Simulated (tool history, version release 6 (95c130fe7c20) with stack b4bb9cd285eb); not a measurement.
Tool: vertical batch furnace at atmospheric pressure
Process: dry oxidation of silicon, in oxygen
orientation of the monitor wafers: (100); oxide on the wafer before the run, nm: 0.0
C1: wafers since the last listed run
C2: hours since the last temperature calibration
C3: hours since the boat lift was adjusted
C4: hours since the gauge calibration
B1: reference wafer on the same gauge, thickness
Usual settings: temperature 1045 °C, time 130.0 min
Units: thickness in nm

Run 1, day 0.000: usual settings; C1 0; C2 3335.4; C3 3245.3; C4 605.7; B1 129.98. Result: thickness 136.33 nm.
Run 2, day 0.546: usual settings; C1 161; C2 3348.5; C3 3258.4; C4 618.8; B1 130.00. Result: thickness 137.16 nm.
Run 3, day 1.329: usual settings; C1 231; C2 3367.3; C3 3277.2; C4 637.6; B1 130.01. Result: thickness 136.37 nm.
Run 4, day 2.104: usual settings; C1 229; C2 3385.9; C3 3295.8; C4 656.2; B1 130.02. Result: thickness 136.88 nm.
Run 5, day 2.892: usual settings; C1 232; C2 3404.8; C3 3314.7; C4 675.1; B1 130.00. Result: thickness 136.85 nm.
Run 6, day 3.654: usual settings; C1 225; C2 3423.1; C3 3333.0; C4 693.4; B1 130.01. Result: thickness 136.74 nm.
Run 7, day 4.675: usual settings; C1 301; C2 3447.6; C3 3357.5; C4 717.9; B1 129.94. Result: thickness 136.33 nm.
Run 8, day 5.238: usual settings; C1 166; C2 3461.1; C3 3371.0; C4 731.4; B1 129.93. Result: thickness 137.05 nm.
Run 9, day 5.879: usual settings; C1 189; C2 3476.5; C3 3386.4; C4 746.8; B1 129.93. Result: thickness 137.76 nm.
Run 10, day 6.600: usual settings; C1 213; C2 3493.8; C3 3403.7; C4 764.1; B1 130.04. Result: thickness 136.95 nm.
Run 11, day 7.629: usual settings; C1 304; C2 3518.5; C3 3428.4; C4 788.8; B1 130.03. Result: thickness 136.99 nm.
At day 9.346: thermocouples replaced and temperature profile calibrated.
Run 12, day 9.367: usual settings; C1 217; C2 0.5; C3 3470.1; C4 830.5; B1 130.00. Result: thickness 130.91 nm.
Run 13, day 9.654: usual settings; C1 84; C2 7.4; C3 3477.0; C4 837.4; B1 129.97. Result: thickness 131.26 nm.
Run 14, day 9.962: usual settings; C1 91; C2 14.8; C3 3484.4; C4 844.8; B1 129.92. Result: thickness 131.28 nm.
At day 11.500: boat lift adjusted.
Run 15, day 11.521: usual settings; C1 165; C2 52.2; C3 0.5; C4 882.2; B1 129.98. Result: thickness 131.16 nm.
Run 16, day 12.000: usual settings; C1 141; C2 63.7; C3 12.0; C4 893.7; B1 130.00. Result: thickness 131.38 nm.
Run 17, day 12.692: usual settings; C1 204; C2 80.3; C3 28.6; C4 910.3; B1 130.03. Result: thickness 131.36 nm.
At day 13.067: gauge calibrated.
Run 18, day 13.371: usual settings; C1 200; C2 96.6; C3 44.9; C4 7.3; B1 129.95. Result: thickness 131.38 nm.
Run 19, day 16.967: usual settings but temperature 1033 °C, time 110.5 min; C1 1062; C2 182.9; C3 131.2; C4 93.6; B1 129.99. Result: thickness 106.57 nm.
Run 20, day 17.912: usual settings; C1 279; C2 205.6; C3 153.9; C4 116.3; B1 129.95. Result: thickness 131.81 nm.
Run 21, day 18.567: usual settings; C1 193; C2 221.3; C3 169.6; C4 132.0; B1 129.98. Result: thickness 131.05 nm.
Run 22, day 19.358: usual settings; C1 233; C2 240.3; C3 188.6; C4 151.0; B1 130.05. Result: thickness 131.17 nm.
Run 23, day 20.075: usual settings but time 83.0 min; C1 211; C2 257.5; C3 205.8; C4 168.2; B1 129.98. Result: thickness 98.55 nm.
Run 24, day 21.162: usual settings but time 193.5 min; C1 321; C2 283.6; C3 231.9; C4 194.3; B1 130.03. Result: thickness 170.21 nm.
Run 25, day 23.054: usual settings but time 107.0 min; C1 559; C2 329.0; C3 277.3; C4 239.7; B1 130.05. Result: thickness 116.38 nm.
Run 26, day 23.712: usual settings but temperature 1052 °C, time 174.0 min; C1 194; C2 344.8; C3 293.1; C4 255.5; B1 129.99. Result: thickness 168.42 nm.
Run 27, day 24.804: usual settings; C1 322; C2 371.0; C3 319.3; C4 281.7; B1 130.02. Result: thickness 132.16 nm.
Run 28, day 25.288: usual settings but temperature 1051 °C; C1 142; C2 382.6; C3 330.9; C4 293.3; B1 129.91. Result: thickness 137.81 nm.
Run 29, day 26.271: usual settings; C1 290; C2 406.2; C3 354.5; C4 316.9; B1 129.97. Result: thickness 131.76 nm.
Run 30, day 26.862: usual settings but temperature 1032 °C, time 83.0 min; C1 174; C2 420.4; C3 368.7; C4 331.1; B1 129.91. Result: thickness 87.80 nm.
Run 31, day 27.421: usual settings but time 147.5 min; C1 165; C2 433.8; C3 382.1; C4 344.5; B1 130.08. Result: thickness 142.61 nm.
Run 32, day 28.596: usual settings but temperature 1024 °C, time 193.0 min; C1 347; C2 462.0; C3 410.3; C4 372.7; B1 129.99. Result: thickness 144.25 nm.
Run 33, day 29.412: usual settings but temperature 1063 °C, time 107.0 min; C1 241; C2 481.6; C3 429.9; C4 392.3; B1 129.99. Result: thickness 133.59 nm.
Run 34, day 30.538: usual settings but temperature 1038 °C, time 91.5 min; C1 332; C2 508.6; C3 456.9; C4 419.3; B1 130.00. Result: thickness 99.22 nm.
Run 35, day 31.529: usual settings but temperature 1030 °C, time 107.5 min; C1 293; C2 532.4; C3 480.7; C4 443.1; B1 129.99. Result: thickness 102.98 nm.
Run 36, day 32.192: usual settings but temperature 1062 °C, time 170.5 min; C1 195; C2 548.3; C3 496.6; C4 459.0; B1 130.00. Result: thickness 179.86 nm.
Run 37, day 32.917: usual settings; C1 214; C2 565.7; C3 514.0; C4 476.4; B1 129.96. Result: thickness 132.06 nm.
Run 38, day 34.054: usual settings but temperature 1061 °C; C1 336; C2 593.0; C3 541.3; C4 503.7; B1 129.98. Result: thickness 149.40 nm.
Run 39, day 35.567: usual settings but temperature 1024 °C, time 189.0 min; C1 446; C2 629.3; C3 577.6; C4 540.0; B1 130.03. Result: thickness 142.28 nm.
Run 40, day 36.129: usual settings but temperature 1027 °C; C1 166; C2 642.8; C3 591.1; C4 553.5; B1 129.97. Result: thickness 113.61 nm.

Hidden state or all else? Some run-to-run changes of thickness, split into what the settings, what came in and random variation would give without the hidden state, and what is left for the hidden state (with any gauge scatter that isn't in both results):
The hidden state here: true tube temperature minus thermocouple reading, K; monitor wafer colder than the profiled boat position, K; gauge reads high (%).
Run 11 -> 12: thermocouples replaced and temperature profile calibrated. thickness -6.08 nm: hidden state -5.91, all else -0.17.
Run 23 -> 24: time 83.0 -> 193.5. thickness +71.66 nm: hidden state +0.24, all else +71.42.
Run 30 -> 31: temperature 1032 -> 1045, time 83.0 -> 147.5. thickness +54.81 nm: hidden state +0.25, all else +54.56.
Run 35 -> 36: temperature 1030 -> 1062, time 107.5 -> 170.5. thickness +76.88 nm: hidden state +0.36, all else +76.52.

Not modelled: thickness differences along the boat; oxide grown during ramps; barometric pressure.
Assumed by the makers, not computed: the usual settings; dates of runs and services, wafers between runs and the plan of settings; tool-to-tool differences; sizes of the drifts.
